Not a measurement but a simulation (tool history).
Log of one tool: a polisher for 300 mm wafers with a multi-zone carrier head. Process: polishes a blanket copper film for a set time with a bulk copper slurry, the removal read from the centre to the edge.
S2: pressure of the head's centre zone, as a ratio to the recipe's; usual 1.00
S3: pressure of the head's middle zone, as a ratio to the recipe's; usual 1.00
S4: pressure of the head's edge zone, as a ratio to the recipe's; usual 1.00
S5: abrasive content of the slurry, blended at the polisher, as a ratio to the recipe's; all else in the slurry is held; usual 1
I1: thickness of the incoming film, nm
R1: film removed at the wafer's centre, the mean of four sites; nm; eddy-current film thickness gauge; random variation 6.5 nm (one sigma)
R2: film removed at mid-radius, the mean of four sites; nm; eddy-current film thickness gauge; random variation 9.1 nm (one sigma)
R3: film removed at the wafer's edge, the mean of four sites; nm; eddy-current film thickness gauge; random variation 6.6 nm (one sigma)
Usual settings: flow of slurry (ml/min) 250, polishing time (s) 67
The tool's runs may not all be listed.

{"run": 1, "day": 0.0, "flow of slurry (ml/min)": 250, "S2": 1.0, "S3": 1.06, "S4": 1.0, "S5": 1, "polishing time (s)": 67, "I1": 2285.6, "R1": 676.7, "R2": 649.4, "R3": 659.4}
{"run": 2, "day": 2.046, "flow of slurry (ml/min)": 250, "S2": 1.0, "S3": 1.04, "S4": 1.0, "S5": 1, "polishing time (s)": 67, "I1": 2251.8, "R1": 667.5, "R2": 648.2, "R3": 641.8}
{"day": 3.788, "done": "worn pad replaced by a new one"}
{"run": 3, "day": 4.242, "flow of slurry (ml/min)": 250, "S2": 1.0, "S3": 1.04, "S4": 1.0, "S5": 1, "polishing time (s)": 67, "I1": 2281.5, "R1": 669.3, "R2": 635.1, "R3": 646.3}
{"run": 4, "day": 5.979, "flow of slurry (ml/min)": 250, "S2": 1.0, "S3": 1.04, "S4": 1.0, "S5": 1, "polishing time (s)": 67, "I1": 2262.9, "R1": 646.9, "R2": 645.6, "R3": 643.8}
{"day": 7.762, "done": "carrier head's membrane replaced by a new one"}
{"day": 7.921, "done": "centre zone pressure recalibrated"}
{"run": 5, "day": 9.129, "flow of slurry (ml/min)": 250, "S2": 1.0, "S3": 1.0, "S4": 1.0, "S5": 1, "polishing time (s)": 67, "I1": 2280.4, "R1": 597.2, "R2": 588.2, "R3": 628.4}
{"day": 9.825, "done": "slurry nozzle cleaned"}
{"run": 6, "day": 12.592, "flow of slurry (ml/min)": 250, "S2": 1.0, "S3": 1.0, "S4": 1.0, "S5": 1, "polishing time (s)": 67, "I1": 2275.9, "R1": 642.4, "R2": 624.0, "R3": 652.6}
{"run": 7, "day": 14.6, "flow of slurry (ml/min)": 250, "S2": 1.0, "S3": 1.0, "S4": 1.0, "S5": 1, "polishing time (s)": 67, "I1": 2285.4, "R1": 643.7, "R2": 607.3, "R3": 659.7}
{"day": 16.775, "done": "worn pad replaced by a new one"}
{"run": 8, "day": 19.092, "flow of slurry (ml/min)": 205, "S2": 1.0, "S3": 1.0, "S4": 1.0, "S5": 1, "polishing time (s)": 67, "I1": 2301.9, "R1": 639.4, "R2": 604.1, "R3": 623.9}
{"run": 9, "day": 21.512, "flow of slurry (ml/min)": 205, "S2": 1.0, "S3": 1.0, "S4": 1.0, "S5": 1, "polishing time (s)": 67, "I1": 2262.8, "R1": 625.4, "R2": 605.8, "R3": 629.1}
{"run": 10, "day": 23.338, "flow of slurry (ml/min)": 250, "S2": 1.0, "S3": 1.0, "S4": 1.0, "S5": 1, "polishing time (s)": 67, "I1": 2305.3, "R1": 615.4, "R2": 601.7, "R3": 630.4}
{"day": 23.95, "done": "slurry nozzle cleaned"}
{"day": 27.658, "done": "worn pad replaced by a new one"}
{"run": 11, "day": 27.817, "flow of slurry (ml/min)": 250, "S2": 1.0, "S3": 1.04, "S4": 1.09, "S5": 1, "polishing time (s)": 67, "I1": 2282.7, "R1": 658.8, "R2": 636.2, "R3": 664.5}
{"run": 12, "day": 30.083, "flow of slurry (ml/min)": 250, "S2": 0.95, "S3": 1.0, "S4": 1.1, "S5": 1, "polishing time (s)": 67, "I1": 2288.4, "R1": 632.3, "R2": 636.7, "R3": 671.8}

Forecast run 13:
{"run": 13, "day": 32.596, "flow of slurry (ml/min)": 250, "S2": 1.0, "S3": 1.0, "S4": 1.0, "S5": 1, "polishing time (s)": 67, "I1": 2259.7, "R1": "?", "R2": "?", "R3": "?"}

R1: 655.3 nm
R2: 611.5 nm
R3: 638.5 nm
Without the tool's hidden state the same run would have given R1 645.0 nm, R2 623.1 nm, R3 647.5 nm.
